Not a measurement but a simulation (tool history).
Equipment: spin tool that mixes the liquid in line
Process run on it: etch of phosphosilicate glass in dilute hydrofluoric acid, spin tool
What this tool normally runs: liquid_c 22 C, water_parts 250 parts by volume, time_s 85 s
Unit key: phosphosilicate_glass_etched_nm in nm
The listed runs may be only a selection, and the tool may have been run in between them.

run   hour  liquid_c  water_parts  time_s  wafers since the last listed run  hours since the thermometer was replaced  hours since the hydrofluoric acid flow meter was replaced  hours since the gauge calibration  read-back film thickness of the phosphosilicate glass reference wafer, read on the same gauge (nm)  phosphosilicate_glass_etched_nm
  1      0        22          250      85                                 0                                    1486.8                                                      511.5                              311.7                                                                                              130.01                            15.73
  2     11        22          250      85                                79                                    1497.8                                                      522.5                              322.7                                                                                              130.02                            15.84
  3   23.3      19.5          210      85                                88                                    1510.1                                                      534.8                                335                                                                                              129.99                            17.67
  4   32.4      19.5          210      85                                65                                    1519.2                                                      543.9                              344.1                                                                                              130.03                             17.7
  5   40.6      19.5          210      85                                59                                    1527.4                                                      552.1                              352.3                                                                                                 130                            17.63
  6   53.6        22          315      85                                94                                    1540.4                                                      565.1                              365.3                                                                                              130.02                            11.72
  7   62.2        22          315      85                                62                                      1549                                                      573.7                              373.9                                                                                              130.01                            11.86
  8   71.2        22          315      85                                65                                      1558                                                      582.7                              382.9                                                                                              130.02                            11.68
  9  122.7        22          250      85                               372                                    1609.5                                                      634.2                              434.4                                                                                                 130                            15.53
 10  131.1        22          250      85                                60                                    1617.9                                                      642.6                              442.8                                                                                              130.02                            15.69
 11  147.2        22          250      85                               116                                      1634                                                      658.7                              458.9                                                                                              129.98                            15.48
 12    162        22          250      85                               107                                    1648.8                                                      673.5                              473.7                                                                                                 130                            15.48
 13  172.3        22          250      85                                74                                    1659.1                                                      683.8                                484                                                                                              129.99                            15.57
 14  184.7        22          250      85                                89                                    1671.5                                                      696.2                              496.4                                                                                              130.03                            15.61
 15  197.7        22          250      85                                94                                    1684.5                                                      709.2                              509.4                                                                                              130.05                             15.5
 16  207.9        26          280      85                                73                                    1694.7                                                      719.4                              519.6                                                                                              129.97                             15.4
 17  215.2        18          360      40                                52                                      1702                                                      726.7                              526.9                                                                                              129.99                             3.97
 18  228.2        22          250     110                                94                                      1715                                                      739.7                              539.9                                                                                              129.98                            19.83
 19  243.6        25          155     100                               111                                    1730.4                                                      755.1                              555.3                                                                                              130.01                            36.36
 20  258.8      19.5          335      50                               109                                    1745.6                                                      770.3                              570.5                                                                                              130.01                             5.67
     265.8  -- thermometer replaced
 21  276.2        22          250      85                               118                                      10.4                                                      787.7                              587.9                                                                                              130.02                            15.45
 22  287.5      20.5          145      85                                81                                      21.7                                                        799                              599.2                                                                                                 130                            28.13
       307  -- gauge calibrated
 23  324.8        19          150      85                               269                                        59                                                      836.3                               17.8                                                                                              129.99                            25.28
 24  335.1        22          170      70                                74                                      69.3                                                      846.6                               28.1                                                                                              129.96                             20.5
 25  346.8        22          250      65                                84                                        81                                                      858.3                               39.8                                                                                                 130                            11.83
     359.5  -- hydrofluoric acid flow meter replaced
 26  360.5      26.5          250      85                                91                                      94.7                                                          1                               53.5                                                                                              130.01                            19.12
 27  378.1        25          370      70                               127                                     112.3                                                       18.6                               71.1                                                                                                 130                             8.93
 28  394.5        22          250      60                               118                                     128.7                                                         35                               87.5                                                                                              129.99                            11.51
 29  429.1      24.5          250      85                               250                                     163.3                                                       69.6                              122.1                                                                                                 130                            17.87
 30  441.2        22          250      85                                87                                     175.4                                                       81.7                              134.2                                                                                              130.02                            16.16
 31  469.9        19          330      85                               207                                     204.1                                                      110.4                              162.9                                                                                              129.99                            10.32
 32  486.1        22          250      85                               117                                     220.3                                                      126.6                              179.1                                                                                              129.99                            16.34
 33  503.9        18          135     125                               128                                     238.1                                                      144.4                              196.9                                                                                              129.99                            42.31

Per-run results on a tool with no hidden state, each run keeping its own random variation:
Hidden state present: liquid hotter than its thermometer reads (K); hydrofluoric acid flow below the setpoint (%); gauge reads high (%).
run  phosphosilicate_glass_etched_nm
  1                            16.33
  2                            16.46
  3                            18.35
  4                             18.4
  5                            18.34
  6                            12.23
  7                            12.39
  8                            12.21
  9                            16.26
 10                            16.44
 11                            16.25
 12                            16.26
 13                            16.37
 14                            16.43
 15                            16.32
 16                            16.27
 17                             4.19
 18                            20.94
 19                            38.32
 20                             6.01
 21                            16.37
 22                            29.69
 23                            26.75
 24                            21.74
 25                            12.59
 26                            19.13
 27                             8.94
 28                            11.54
 29                            17.96
 30                            16.26
 31                            10.41
 32                            16.49
 33                            42.71

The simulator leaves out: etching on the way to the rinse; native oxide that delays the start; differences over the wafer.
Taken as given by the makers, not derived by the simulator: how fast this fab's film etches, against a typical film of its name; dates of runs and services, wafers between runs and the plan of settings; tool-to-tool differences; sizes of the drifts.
